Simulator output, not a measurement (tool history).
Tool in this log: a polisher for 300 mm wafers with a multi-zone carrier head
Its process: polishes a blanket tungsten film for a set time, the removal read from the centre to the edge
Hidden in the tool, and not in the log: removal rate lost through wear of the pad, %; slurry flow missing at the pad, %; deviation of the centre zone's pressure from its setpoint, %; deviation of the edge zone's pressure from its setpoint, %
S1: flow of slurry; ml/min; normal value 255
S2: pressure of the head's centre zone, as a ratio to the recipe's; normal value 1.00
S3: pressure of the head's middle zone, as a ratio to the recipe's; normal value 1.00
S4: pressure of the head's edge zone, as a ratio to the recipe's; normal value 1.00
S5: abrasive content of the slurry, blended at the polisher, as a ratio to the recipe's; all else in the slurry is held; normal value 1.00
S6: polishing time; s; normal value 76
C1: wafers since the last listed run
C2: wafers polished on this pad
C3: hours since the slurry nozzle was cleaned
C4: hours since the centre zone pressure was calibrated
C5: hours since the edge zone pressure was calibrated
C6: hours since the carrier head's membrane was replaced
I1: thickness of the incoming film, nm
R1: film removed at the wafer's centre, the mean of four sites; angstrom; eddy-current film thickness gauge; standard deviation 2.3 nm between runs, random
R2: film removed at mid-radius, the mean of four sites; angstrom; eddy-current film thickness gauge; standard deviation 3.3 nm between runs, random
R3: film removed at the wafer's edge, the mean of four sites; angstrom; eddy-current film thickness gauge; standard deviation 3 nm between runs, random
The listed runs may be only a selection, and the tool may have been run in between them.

run 1 hour=0.0 | S1=255 S2=1.00 S3=1.00 S4=1.00 S5=1.00 S6=76 | C1=0 C2=2195 C3=158.4 C4=892.9 C5=664.3 C6=248.4 | I1=787.3 | R1=2186 R2=2066 R3=2071
-- hour=17.2 centre zone pressure recalibrated
run 2 hour=38.0 | S1=255 S2=1.00 S3=1.00 S4=1.00 S5=1.00 S6=76 | C1=275 C2=2470 C3=196.4 C4=20.8 C5=702.3 C6=286.4 | I1=772.2 | R1=2155 R2=2027 R3=2071
run 3 hour=104.9 | S1=255 S2=1.08 S3=1.00 S4=0.93 S5=1.30 S6=76 | C1=511 C2=2981 C3=263.3 C4=87.7 C5=769.2 C6=353.3 | I1=784.3 | R1=2356 R2=2209 R3=2087
-- hour=130.4 worn pad replaced by a new one
-- hour=130.9 edge zone pressure recalibrated
run 4 hour=169.6 | S1=255 S2=0.94 S3=0.91 S4=1.06 S5=0.70 S6=76 | C1=459 C2=295 C3=328.0 C4=152.4 C5=38.7 C6=418.0 | I1=787.6 | R1=1825 R2=1660 R3=1881
run 5 hour=209.8 | S1=255 S2=1.00 S3=1.00 S4=1.00 S5=1.00 S6=76 | C1=307 C2=602 C3=368.2 C4=192.6 C5=78.9 C6=458.2 | I1=796.6 | R1=2209 R2=2105 R3=2154
run 6 hour=253.2 | S1=255 S2=0.93 S3=1.00 S4=0.94 S5=0.85 S6=55 | C1=331 C2=934 C3=411.6 C4=236.0 C5=122.3 C6=501.6 | I1=775.9 | R1=1396 R2=1381 R3=1394
run 7 hour=287.0 | S1=180 S2=1.00 S3=1.00 S4=1.00 S5=1.00 S6=76 | C1=258 C2=1192 C3=445.4 C4=269.8 C5=156.1 C6=535.4 | I1=778.1 | R1=1951 R2=1903 R3=1966
run 8 hour=389.4 | S1=255 S2=1.00 S3=1.00 S4=1.08 S5=1.00 S6=76 | C1=782 C2=1974 C3=547.8 C4=372.2 C5=258.5 C6=637.8 | I1=769.5 | R1=2095 R2=2006 R3=2154
run 9 hour=450.3 | S1=255 S2=1.00 S3=1.00 S4=1.00 S5=1.00 S6=76 | C1=465 C2=2439 C3=608.7 C4=433.1 C5=319.4 C6=698.7 | I1=792.0 | R1=2096 R2=1972 R3=2061
run 10 hour=519.0 | S1=255 S2=1.00 S3=1.00 S4=1.00 S5=1.00 S6=76 | C1=524 C2=2964 C3=677.4 C4=501.8 C5=388.1 C6=767.4 | I1=779.1 | R1=1984 R2=1916 R3=2033
-- hour=548.7 worn pad replaced by a new one
run 11 hour=582.5 | S1=255 S2=1.11 S3=1.00 S4=1.00 S5=1.00 S6=76 | C1=454 C2=258 C3=740.9 C4=565.3 C5=451.6 C6=830.9 | I1=782.2 | R1=2281 R2=2083 R3=2090
run 12 hour=645.2 | S1=230 S2=1.00 S3=1.06 S4=1.00 S5=1.00 S6=84 | C1=479 C2=737 C3=803.6 C4=628.0 C5=514.3 C6=893.6 | I1=777.6 | R1=2269 R2=2280 R3=2249
-- hour=681.8 slurry nozzle cleaned
run 13 hour=710.8 | S1=255 S2=0.94 S3=1.00 S4=1.00 S5=1.00 S6=76 | C1=493 C2=1230 C3=29.0 C4=693.6 C5=579.9 C6=959.2 | I1=789.0 | R1=2166 R2=2103 R3=2227
run 14 hour=759.6 | S1=255 S2=1.00 S3=1.00 S4=1.00 S5=1.00 S6=76 | C1=372 C2=1603 C3=77.8 C4=742.4 C5=628.7 C6=1008.0 | I1=767.6 | R1=2251 R2=2127 R3=2117
run 15 hour=801.1 | S1=255 S2=1.00 S3=1.00 S4=0.94 S5=1.00 S6=76 | C1=317 C2=1920 C3=119.3 C4=783.9 C5=670.2 C6=1049.5 | I1=780.6 | R1=2204 R2=2033 R3=2072
run 16 hour=860.1 | S1=255 S2=1.00 S3=1.00 S4=1.00 S5=1.00 S6=76 | C1=450 C2=2371 C3=178.3 C4=842.9 C5=729.2 C6=1108.5 | I1=793.2 | R1=2110 R2=2042 R3=2088
run 17 hour=885.1 | S1=185 S2=0.97 S3=1.00 S4=1.00 S5=1.15 S6=84 | C1=190 C2=2562 C3=203.3 C4=867.9 C5=754.2 C6=1133.5 | I1=792.6 | R1=2256 R2=2285 R3=2280
-- hour=912.3 edge zone pressure recalibrated
-- hour=915.5 worn pad replaced by a new one
run 18 hour=956.9 | S1=325 S2=1.00 S3=1.00 S4=1.00 S5=1.00 S6=76 | C1=508 C2=316 C3=275.1 C4=939.7 C5=44.6 C6=1205.3 | I1=776.9 | R1=2319 R2=2215 R3=2185
run 19 hour=1020.3 | S1=255 S2=1.00 S3=0.96 S4=1.00 S5=0.75 S6=76 | C1=484 C2=800 C3=338.5 C4=1003.1 C5=108.0 C6=1268.7 | I1=787.8 | R1=1944 R2=1753 R3=1862
run 20 hour=1065.4 | S1=330 S2=1.00 S3=1.00 S4=1.00 S5=1.00 S6=76 | C1=344 C2=1145 C3=383.6 C4=1048.2 C5=153.1 C6=1313.8 | I1=770.8 | R1=2237 R2=2190 R3=2187
-- hour=1118.8 centre zone pressure recalibrated
run 21 hour=1134.6 | S1=255 S2=1.00 S3=1.00 S4=1.00 S5=1.00 S6=76 | C1=513 C2=1658 C3=452.8 C4=15.8 C5=222.3 C6=1383.0 | I1=786.4 | R1=2128 R2=2055 R3=2063

Alternative continuations, all from the tool just after run 21; predict every row:
run A hour=1135.0 | S1=255 S2=0.90 S3=1.00 S4=1.00 S5=1.00 S6=76 | C1=3 C2=1661 C3=453.2 C4=16.2 C5=222.7 C6=1383.4 | I1=782.4 | R1=? R2=? R3=?
run B hour=1135.0 | S1=255 S2=0.93 S3=1.00 S4=1.00 S5=1.00 S6=76 | C1=3 C2=1661 C3=453.2 C4=16.2 C5=222.7 C6=1383.4 | I1=782.4 | R1=? R2=? R3=?
run C hour=1135.0 | S1=220 S2=0.95 S3=1.00 S4=0.94 S5=1.00 S6=94 | C1=3 C2=1661 C3=453.2 C4=16.2 C5=222.7 C6=1383.4 | I1=782.4 | R1=? R2=? R3=?
run D hour=1135.0 | S1=255 S2=1.00 S3=1.00 S4=1.08 S5=0.75 S6=76 | C1=3 C2=1661 C3=453.2 C4=16.2 C5=222.7 C6=1383.4 | I1=782.4 | R1=? R2=? R3=?

run=A R1=1981 R2=2051 R3=2103
run=B R1=2024 R2=2051 R3=2103
run=C R1=2457 R2=2464 R3=2472
run=D R1=1886 R2=1820 R3=1938
With the hidden condition removed and each run's random variation left untouched, the same runs would have given:
run=A R1=2150 R2=2213 R3=2239
run=B R1=2197 R2=2213 R3=2239
run=C R1=2694 R2=2682 R3=2648
run=D R1=2047 R2=1963 R3=2064
